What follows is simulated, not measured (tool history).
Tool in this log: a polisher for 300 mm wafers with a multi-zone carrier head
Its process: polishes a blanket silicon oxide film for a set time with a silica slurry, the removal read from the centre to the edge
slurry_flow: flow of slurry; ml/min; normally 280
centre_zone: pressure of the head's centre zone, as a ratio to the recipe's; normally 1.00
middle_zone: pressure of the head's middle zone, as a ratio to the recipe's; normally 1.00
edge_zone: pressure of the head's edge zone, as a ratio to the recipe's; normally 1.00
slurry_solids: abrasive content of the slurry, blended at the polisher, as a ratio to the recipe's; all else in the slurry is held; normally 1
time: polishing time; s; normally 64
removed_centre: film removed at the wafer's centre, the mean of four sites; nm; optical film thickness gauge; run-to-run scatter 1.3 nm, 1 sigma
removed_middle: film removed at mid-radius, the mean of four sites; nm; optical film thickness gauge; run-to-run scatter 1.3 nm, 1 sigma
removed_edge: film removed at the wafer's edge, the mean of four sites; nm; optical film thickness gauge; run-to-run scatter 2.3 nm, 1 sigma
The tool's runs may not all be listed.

| run | day | slurry_flow | centre_zone | middle_zone | edge_zone | slurry_solids | time | wafers since the last listed run | wafers polished on this pad | hours since the slurry nozzle was cleaned | hours since the centre zone pressure was calibrated | hours since the edge zone pressure was calibrated | hours since the carrier head's membrane was replaced | incoming thickness of the incoming film, nm | removed_centre | removed_middle | removed_edge |
|---|---|---|---|---|---|---|---|---|---|---|---|---|---|---|---|---|---|
| 1 | 0.000 | 280 | 1.00 | 1.00 | 1.04 | 1 | 64 | 0 | 1341 | 576.0 | 327.0 | 1113.7 | 2036.8 | 1198.9 | 174.7 | 173.8 | 182.8 |
|  | 0.442 | centre zone pressure recalibrated |
| 2 | 0.462 | 280 | 1.00 | 1.00 | 1.00 | 1 | 64 | 70 | 1412 | 587.1 | 0.5 | 1124.8 | 2047.9 | 1211.7 | 177.8 | 171.7 | 175.6 |
| 3 | 1.046 | 280 | 1.00 | 1.00 | 0.98 | 1 | 64 | 108 | 1521 | 601.1 | 14.5 | 1138.8 | 2061.9 | 1193.8 | 175.1 | 175.8 | 179.6 |
| 4 | 1.338 | 280 | 1.00 | 1.00 | 0.98 | 1 | 64 | 54 | 1576 | 608.1 | 21.5 | 1145.8 | 2068.9 | 1230.7 | 174.4 | 173.8 | 174.9 |
|  | 1.858 | worn pad replaced by a new one |
| 5 | 1.875 | 280 | 1.00 | 1.00 | 0.98 | 1 | 64 | 69 | 3 | 621.0 | 34.4 | 1158.7 | 2081.8 | 1218.1 | 176.6 | 173.4 | 176.3 |
| 6 | 2.525 | 280 | 1.00 | 1.00 | 1.00 | 1 | 64 | 121 | 124 | 636.6 | 50.0 | 1174.3 | 2097.4 | 1206.2 | 176.3 | 172.2 | 181.0 |
| 7 | 3.229 | 280 | 1.00 | 1.00 | 1.00 | 1 | 64 | 131 | 256 | 653.5 | 66.9 | 1191.2 | 2114.3 | 1210.2 | 176.7 | 173.6 | 178.4 |
|  | 3.396 | slurry nozzle cleaned |
| 8 | 3.788 | 280 | 1.00 | 1.00 | 1.11 | 1 | 64 | 96 | 352 | 9.4 | 80.3 | 1204.6 | 2127.7 | 1221.3 | 177.6 | 174.9 | 185.8 |
| 9 | 4.383 | 360 | 1.11 | 1.11 | 1.00 | 1 | 64 | 111 | 464 | 23.7 | 94.6 | 1218.9 | 2142.0 | 1232.8 | 200.6 | 191.9 | 177.7 |
|  | 4.671 | edge zone pressure recalibrated |
| 10 | 4.692 | 250 | 1.00 | 1.00 | 1.09 | 1 | 44 | 42 | 506 | 31.1 | 102.0 | 0.5 | 2149.4 | 1217.3 | 118.7 | 117.4 | 128.3 |
| 11 | 5.279 | 280 | 1.00 | 1.00 | 1.00 | 1 | 64 | 109 | 615 | 45.2 | 116.1 | 14.6 | 2163.5 | 1201.9 | 177.1 | 173.9 | 174.3 |
|  | 6.150 | carrier head's membrane replaced by a new one |
| 12 | 6.171 | 280 | 1.00 | 1.00 | 1.09 | 1 | 64 | 127 | 743 | 66.6 | 137.5 | 36.0 | 0.5 | 1226.5 | 176.5 | 176.4 | 179.5 |
| 13 | 6.500 | 280 | 1.00 | 1.00 | 1.00 | 1 | 64 | 61 | 805 | 74.5 | 145.4 | 43.9 | 8.4 | 1207.1 | 177.1 | 176.9 | 177.9 |

Run 14 comes next. What will it give?
| 14 | 6.867 | 280 | 1.00 | 1.00 | 1.04 | 1 | 64 | 68 | 873 | 83.3 | 154.2 | 52.7 | 17.2 | 1199.7 | ? | ? | ? |

{"run 14": {"removed_centre": 176.2, "removed_middle": 174.2, "removed_edge": 179.7}}
Minus the tool's unlogged condition, the same run would have read removed_centre 176.2 nm, removed_middle 174.2 nm, removed_edge 179.7 nm.
